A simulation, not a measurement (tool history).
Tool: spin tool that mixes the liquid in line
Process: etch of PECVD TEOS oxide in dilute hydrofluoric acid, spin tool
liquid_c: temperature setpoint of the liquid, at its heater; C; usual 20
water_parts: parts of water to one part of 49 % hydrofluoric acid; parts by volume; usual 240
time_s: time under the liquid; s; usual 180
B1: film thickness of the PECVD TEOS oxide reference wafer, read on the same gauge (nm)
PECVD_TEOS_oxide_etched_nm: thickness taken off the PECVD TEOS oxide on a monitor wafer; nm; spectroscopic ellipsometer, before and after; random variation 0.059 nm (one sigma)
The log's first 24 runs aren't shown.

run 25 hour=306.8 | liquid_c=20 water_parts=150 time_s=180 | B1=119.96 | PECVD_TEOS_oxide_etched_nm=11.59
run 26 hour=320.3 | liquid_c=20 water_parts=165 time_s=120 | B1=120.01 | PECVD_TEOS_oxide_etched_nm=6.9
run 27 hour=333.5 | liquid_c=20 water_parts=240 time_s=180 | B1=120.02 | PECVD_TEOS_oxide_etched_nm=6.63
run 28 hour=362.7 | liquid_c=20 water_parts=240 time_s=145 | B1=120.03 | PECVD_TEOS_oxide_etched_nm=5.35
run 29 hour=377.2 | liquid_c=24.5 water_parts=240 time_s=180 | B1=119.97 | PECVD_TEOS_oxide_etched_nm=7.85
-- hour=384.9 thermometer replaced, repeated, since the last time left the tool worse
run 30 hour=390.4 | liquid_c=20 water_parts=240 time_s=180 | B1=119.98 | PECVD_TEOS_oxide_etched_nm=7.41
run 31 hour=405.8 | liquid_c=20 water_parts=150 time_s=180 | B1=119.99 | PECVD_TEOS_oxide_etched_nm=12.88
run 32 hour=421.2 | liquid_c=20 water_parts=240 time_s=180 | B1=119.96 | PECVD_TEOS_oxide_etched_nm=7.36
run 33 hour=435.1 | liquid_c=17 water_parts=290 time_s=105 | B1=120.01 | PECVD_TEOS_oxide_etched_nm=3.05
-- hour=443.4 gauge calibrated
run 34 hour=444.7 | liquid_c=20 water_parts=240 time_s=180 | B1=120 | PECVD_TEOS_oxide_etched_nm=7.39

Forecast each of these 3 alternatives for the next run:
run A hour=445.2 | liquid_c=20 water_parts=240 time_s=180 | B1=? | PECVD_TEOS_oxide_etched_nm=?
run B hour=445.2 | liquid_c=17 water_parts=240 time_s=180 | B1=? | PECVD_TEOS_oxide_etched_nm=?
run C hour=445.2 | liquid_c=20 water_parts=135 time_s=180 | B1=? | PECVD_TEOS_oxide_etched_nm=?

run=A B1=119.99 PECVD_TEOS_oxide_etched_nm=7.38
run=B B1=119.99 PECVD_TEOS_oxide_etched_nm=6.58
run=C B1=119.99 PECVD_TEOS_oxide_etched_nm=14.56
Without the tool's hidden state the same runs would have given:
run=A PECVD_TEOS_oxide_etched_nm=7.5
run=B PECVD_TEOS_oxide_etched_nm=6.68
run=C PECVD_TEOS_oxide_etched_nm=14.8
